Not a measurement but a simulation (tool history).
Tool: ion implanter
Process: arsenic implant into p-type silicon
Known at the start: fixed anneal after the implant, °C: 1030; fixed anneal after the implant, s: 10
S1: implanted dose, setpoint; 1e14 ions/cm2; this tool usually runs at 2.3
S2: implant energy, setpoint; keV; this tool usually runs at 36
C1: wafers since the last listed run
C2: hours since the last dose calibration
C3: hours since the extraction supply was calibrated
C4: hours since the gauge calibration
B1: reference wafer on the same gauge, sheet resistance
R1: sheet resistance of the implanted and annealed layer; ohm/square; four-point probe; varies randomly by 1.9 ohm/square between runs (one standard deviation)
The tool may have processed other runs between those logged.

Run 1, hour 0: usual settings; C1 0; C2 108.1; C3 1483.5; C4 1262.5; B1 365.36. Result: R1 342.1 ohm/square.
Run 2, hour 44.6: usual settings but S1 2.71 1e14 ions/cm2, S2 27 keV; C1 889; C2 152.7; C3 1528.1; C4 1307.1; B1 365.65. Result: R1 315.09 ohm/square.
Run 3, hour 89.9: usual settings but S1 2.71 1e14 ions/cm2, S2 27 keV; C1 903; C2 198; C3 1573.4; C4 1352.4; B1 365.08. Result: R1 316.71 ohm/square.
Run 4, hour 159.8: usual settings but S1 2.71 1e14 ions/cm2, S2 27 keV; C1 1394; C2 267.9; C3 1643.3; C4 1422.3; B1 364.47. Result: R1 313.29 ohm/square.
Run 5, hour 345.6: usual settings; C1 3706; C2 453.7; C3 1829.1; C4 1608.1; B1 364.74. Result: R1 345.07 ohm/square.
Run 6, hour 373.8: usual settings; C1 562; C2 481.9; C3 1857.3; C4 1636.3; B1 365.24. Result: R1 342.95 ohm/square.
Run 7, hour 405.3: usual settings; C1 628; C2 513.4; C3 1888.8; C4 1667.8; B1 365.31. Result: R1 344.52 ohm/square.
Run 8, hour 442.4: usual settings; C1 740; C2 550.5; C3 1925.9; C4 1704.9; B1 363.66. Result: R1 346.16 ohm/square.
Run 9, hour 513.5: usual settings; C1 1418; C2 621.6; C3 1997; C4 1776; B1 364.91. Result: R1 346.5 ohm/square.
Run 10, hour 665.9: usual settings but S2 42 keV; C1 3039; C2 774; C3 2149.4; C4 1928.4; B1 364.77. Result: R1 337.84 ohm/square.
At hour 686.1: gauge calibrated.
Run 11, hour 732: usual settings but S2 42 keV; C1 1318; C2 840.1; C3 2215.5; C4 45.9; B1 364.72. Result: R1 339.43 ohm/square.
Run 12, hour 780.2: usual settings but S2 42 keV; C1 961; C2 888.3; C3 2263.7; C4 94.1; B1 366. Result: R1 340.55 ohm/square.
Run 13, hour 831.9: usual settings but S1 1.9 1e14 ions/cm2, S2 42.5 keV; C1 1031; C2 940; C3 2315.4; C4 145.8; B1 365.23. Result: R1 390.95 ohm/square.
Run 14, hour 881.5: usual settings; C1 989; C2 989.6; C3 2365; C4 195.4; B1 364.6. Result: R1 347.28 ohm/square.
Run 15, hour 916.8: usual settings but S1 2.57 1e14 ions/cm2; C1 704; C2 1024.9; C3 2400.3; C4 230.7; B1 363.91. Result: R1 320.79 ohm/square.
Run 16, hour 968.4: usual settings but S1 2.57 1e14 ions/cm2; C1 1029; C2 1076.5; C3 2451.9; C4 282.3; B1 364.69. Result: R1 324.06 ohm/square.
Run 17, hour 1004.6: usual settings but S1 2.1 1e14 ions/cm2, S2 46.5 keV; C1 722; C2 1112.7; C3 2488.1; C4 318.5; B1 365.25. Result: R1 359.25 ohm/square.
Run 18, hour 1066.7: usual settings but S1 2.01 1e14 ions/cm2; C1 1238; C2 1174.8; C3 2550.2; C4 380.6; B1 364.5. Result: R1 390.65 ohm/square.
Run 19, hour 1123.3: usual settings; C1 1129; C2 1231.4; C3 2606.8; C4 437.2; B1 365.61. Result: R1 349.68 ohm/square.
Run 20, hour 1169.4: usual settings but S2 42 keV; C1 919; C2 1277.5; C3 2652.9; C4 483.3; B1 365.29. Result: R1 345.16 ohm/square.
At hour 1229.8: extraction supply calibrated.
Run 21, hour 1230.3: usual settings but S2 42 keV; C1 1055; C2 1338.4; C3 0.5; C4 544.2; B1 364.6. Result: R1 343.56 ohm/square.
Run 22, hour 1251.6: usual settings but S1 1.97 1e14 ions/cm2, S2 27.5 keV; C1 424; C2 1359.7; C3 21.8; C4 565.5; B1 364.1. Result: R1 408.45 ohm/square.
Run 23, hour 1298.5: usual settings but S2 45 keV; C1 935; C2 1406.6; C3 68.7; C4 612.4; B1 365.28. Result: R1 340.21 ohm/square.
At hour 1313: Faraday cup replaced and dose calibrated.
Run 24, hour 1364.9: usual settings; C1 1164; C2 51.9; C3 135.1; C4 678.8; B1 364.54. Result: R1 342.07 ohm/square.
Run 25, hour 1580.8: usual settings but S1 2.9 1e14 ions/cm2; C1 4306; C2 267.8; C3 351; C4 894.7; B1 366.05. Result: R1 287.39 ohm/square.
Run 26, hour 1629: usual settings; C1 961; C2 316; C3 399.2; C4 942.9; B1 365.25. Result: R1 344.14 ohm/square.
Run 27, hour 1668.3: usual settings but S1 1.69 1e14 ions/cm2, S2 46 keV; C1 783; C2 355.3; C3 438.5; C4 982.2; B1 364.44. Result: R1 408.71 ohm/square.
Run 28, hour 1726.5: usual settings; C1 1160; C2 413.5; C3 496.7; C4 1040.4; B1 364.35. Result: R1 344.81 ohm/square.
Run 29, hour 1758.8: usual settings; C1 644; C2 445.8; C3 529; C4 1072.7; B1 365.06. Result: R1 343.29 ohm/square.
Run 30, hour 1808.9: usual settings but S1 2.82 1e14 ions/cm2, S2 31 keV; C1 999; C2 495.9; C3 579.1; C4 1122.8; B1 365.03. Result: R1 301.75 ohm/square.
Run 31, hour 1848.7: usual settings but S1 2.04 1e14 ions/cm2, S2 45.5 keV; C1 793; C2 535.7; C3 618.9; C4 1162.6; B1 365.22. Result: R1 364.62 ohm/square.
Run 32, hour 1913.6: usual settings but S1 2.69 1e14 ions/cm2, S2 43 keV; C1 1294; C2 600.6; C3 683.8; C4 1227.5; B1 364.78. Result: R1 299.9 ohm/square.

The tool's hidden state at each run:
deviation of the true energy from its setpoint, %: 0 across all the runs
gauge reads high (%): 0 across all the runs
H1: deviation of the true dose from the Faraday cup's reading, %
run      H1
  1   -0.37
  2   -0.51
  3  -0.653
  4  -0.873
  5   -1.46
  6   -1.55
  7   -1.65
  8   -1.76
  9   -1.99
 10   -2.47
 11   -2.67
 12   -2.83
 13   -2.99
 14   -3.14
 15   -3.26
 16   -3.42
 17   -3.53
 18   -3.73
 19   -3.91
 20   -4.05
 21   -4.24
 22   -4.31
 23   -4.46
 24  0.0939
 25  -0.586
 26  -0.737
 27  -0.861
 28   -1.04
 29   -1.15
 30    -1.3
 31   -1.43
 32   -1.63

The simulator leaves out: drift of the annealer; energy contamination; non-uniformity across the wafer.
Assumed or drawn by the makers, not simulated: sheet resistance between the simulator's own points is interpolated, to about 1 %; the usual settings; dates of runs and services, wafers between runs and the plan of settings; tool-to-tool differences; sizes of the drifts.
